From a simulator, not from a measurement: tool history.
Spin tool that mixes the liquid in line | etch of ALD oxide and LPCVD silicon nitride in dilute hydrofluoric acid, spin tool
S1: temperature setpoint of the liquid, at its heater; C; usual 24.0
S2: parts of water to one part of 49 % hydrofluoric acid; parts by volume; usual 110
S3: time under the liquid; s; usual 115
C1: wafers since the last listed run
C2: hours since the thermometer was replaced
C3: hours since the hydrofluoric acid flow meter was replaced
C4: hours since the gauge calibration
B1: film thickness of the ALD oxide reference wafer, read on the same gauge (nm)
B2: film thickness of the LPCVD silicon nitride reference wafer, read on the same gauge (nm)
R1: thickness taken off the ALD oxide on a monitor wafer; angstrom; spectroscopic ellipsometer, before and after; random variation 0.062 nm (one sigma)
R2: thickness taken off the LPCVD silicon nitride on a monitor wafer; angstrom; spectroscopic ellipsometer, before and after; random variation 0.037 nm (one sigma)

Run 1, day 0.000: usual settings but S1 27.5 C, S2 70 parts by volume; C1 0; C2 1101.7; C3 237.9; C4 872.6; B1 109.98; B2 140.012. Result: R1 177.4 angstrom, R2 10.77 angstrom.
Run 2, day 2.467: usual settings; C1 349; C2 1160.9; C3 297.1; C4 931.8; B1 109.99; B2 139.988. Result: R1 93.0 angstrom, R2 6.39 angstrom.
Run 3, day 4.629: usual settings; C1 306; C2 1212.8; C3 349.0; C4 983.7; B1 110.03; B2 139.977. Result: R1 92.8 angstrom, R2 5.16 angstrom.
Run 4, day 6.158: usual settings; C1 216; C2 1249.5; C3 385.7; C4 1020.4; B1 110.00; B2 139.988. Result: R1 93.0 angstrom, R2 5.46 angstrom.
Run 5, day 8.804: usual settings but S1 25.5 C, S2 85 parts by volume; C1 374; C2 1313.0; C3 449.2; C4 1083.9; B1 110.00; B2 140.001. Result: R1 132.0 angstrom, R2 8.56 angstrom.
At day 8.846: thermometer replaced.
Run 6, day 11.875: usual settings but S1 20.0 C, S2 155 parts by volume, S3 135 s; C1 428; C2 72.7; C3 522.9; C4 1157.6; B1 109.98; B2 140.008. Result: R1 63.3 angstrom, R2 3.65 angstrom.
Run 7, day 13.771: usual settings; C1 268; C2 118.2; C3 568.4; C4 1203.1; B1 109.98; B2 140.031. Result: R1 92.9 angstrom, R2 5.53 angstrom.
Run 8, day 15.717: usual settings but S1 21.0 C, S3 160 s; C1 275; C2 164.9; C3 615.1; C4 1249.8; B1 110.03; B2 139.974. Result: R1 116.2 angstrom, R2 6.85 angstrom.
Run 9, day 18.804: usual settings but S1 28.5 C, S3 75 s; C1 437; C2 239.0; C3 689.2; C4 1323.9; B1 109.99; B2 139.988. Result: R1 72.4 angstrom, R2 4.54 angstrom.
Run 10, day 21.600: usual settings but S1 29.0 C, S2 140 parts by volume, S3 150 s; C1 395; C2 306.1; C3 756.3; C4 1391.0; B1 109.98; B2 140.006. Result: R1 112.0 angstrom, R2 7.74 angstrom.
At day 22.662: hydrofluoric acid flow meter replaced.
Run 11, day 30.504: usual settings but S3 75 s; C1 1254; C2 519.8; C3 188.2; C4 1604.7; B1 109.95; B2 140.004. Result: R1 60.5 angstrom, R2 4.07 angstrom.
Run 12, day 32.971: usual settings; C1 349; C2 579.0; C3 247.4; C4 1663.9; B1 110.00; B2 139.985. Result: R1 92.8 angstrom, R2 6.02 angstrom.
Run 13, day 37.400: usual settings but S1 26.0 C, S2 70 parts by volume, S3 80 s; C1 627; C2 685.3; C3 353.7; C4 1770.2; B1 110.00; B2 139.998. Result: R1 115.7 angstrom, R2 7.60 angstrom.
Run 14, day 41.325: usual settings but S2 140 parts by volume; C1 555; C2 779.5; C3 447.9; C4 1864.4; B1 110.00; B2 139.981. Result: R1 71.2 angstrom, R2 4.67 angstrom.
Run 15, day 43.271: usual settings; C1 275; C2 826.2; C3 494.6; C4 1911.1; B1 110.02; B2 139.969. Result: R1 92.9 angstrom, R2 5.62 angstrom.
Run 16, day 45.433: usual settings; C1 306; C2 878.1; C3 546.5; C4 1963.0; B1 110.02; B2 139.988. Result: R1 93.5 angstrom, R2 5.40 angstrom.
Run 17, day 47.604: usual settings; C1 307; C2 930.2; C3 598.6; C4 2015.1; B1 109.98; B2 140.004. Result: R1 93.6 angstrom, R2 5.87 angstrom.
Run 18, day 50.538: usual settings; C1 415; C2 1000.6; C3 669.0; C4 2085.5; B1 109.99; B2 140.005. Result: R1 92.8 angstrom, R2 5.29 angstrom.
Run 19, day 52.200: usual settings; C1 235; C2 1040.5; C3 708.9; C4 2125.4; B1 110.03; B2 139.985. Result: R1 93.0 angstrom, R2 6.32 angstrom.
Run 20, day 56.171: usual settings; C1 562; C2 1135.8; C3 804.2; C4 2220.7; B1 109.97; B2 139.996. Result: R1 94.0 angstrom, R2 5.03 angstrom.
At day 56.458: hydrofluoric acid flow meter replaced.
At day 58.592: thermometer replaced.
Run 21, day 59.592: usual settings but S3 165 s; C1 472; C2 24.0; C3 75.2; C4 2302.8; B1 109.99; B2 139.994. Result: R1 133.4 angstrom, R2 9.02 angstrom.
Run 22, day 62.108: usual settings but S1 27.0 C, S2 160 parts by volume, S3 170 s; C1 356; C2 84.4; C3 135.6; C4 2363.2; B1 110.01; B2 140.000. Result: R1 100.2 angstrom, R2 6.66 angstrom.
Run 23, day 65.729: usual settings but S1 21.0 C, S2 75 parts by volume, S3 165 s; C1 512; C2 171.3; C3 222.5; C4 2450.1; B1 110.00; B2 140.006. Result: R1 181.1 angstrom, R2 9.60 angstrom.
Run 24, day 68.017: usual settings but S2 65 parts by volume, S3 170 s; C1 323; C2 226.2; C3 277.4; C4 2505.0; B1 110.04; B2 139.993. Result: R1 246.5 angstrom, R2 13.23 angstrom.
Run 25, day 69.717: usual settings but S2 155 parts by volume; C1 240; C2 267.0; C3 318.2; C4 2545.8; B1 109.99; B2 139.998. Result: R1 62.2 angstrom, R2 3.97 angstrom.
Run 26, day 72.796: usual settings but S2 135 parts by volume, S3 150 s; C1 435; C2 340.9; C3 392.1; C4 2619.7; B1 110.03; B2 139.977. Result: R1 96.0 angstrom, R2 6.22 angstrom.

Forecast each of these 4 alternatives for the next run:
Run A, day 72.812: usual settings; C1 2; C2 341.3; C3 392.5; C4 2620.1; B1 ?; B2 ?. Result: R1 ?, R2 ?.
Run B, day 72.812: usual settings but S1 19.0 C, S2 70 parts by volume; C1 2; C2 341.3; C3 392.5; C4 2620.1; B1 ?; B2 ?. Result: R1 ?, R2 ?.
Run C, day 72.812: usual settings but S1 28.5 C, S2 80 parts by volume, S3 65 s; C1 2; C2 341.3; C3 392.5; C4 2620.1; B1 ?; B2 ?. Result: R1 ?, R2 ?.
Run D, day 72.812: usual settings but S2 60 parts by volume; C1 2; C2 341.3; C3 392.5; C4 2620.1; B1 ?; B2 ?. Result: R1 ?, R2 ?.

run      B1       B2     R1    R2
  A  110.03  140.008   93.8  5.05
  B  110.03  140.008  126.0  5.61
  C  110.03  140.008   90.3  5.24
  D  110.03  140.008  183.1  9.17
Without the tool's hidden state the same runs would have given:
run     R1    R2
  A   93.8  5.05
  B  126.0  5.61
  C   90.3  5.24
  D  183.1  9.17

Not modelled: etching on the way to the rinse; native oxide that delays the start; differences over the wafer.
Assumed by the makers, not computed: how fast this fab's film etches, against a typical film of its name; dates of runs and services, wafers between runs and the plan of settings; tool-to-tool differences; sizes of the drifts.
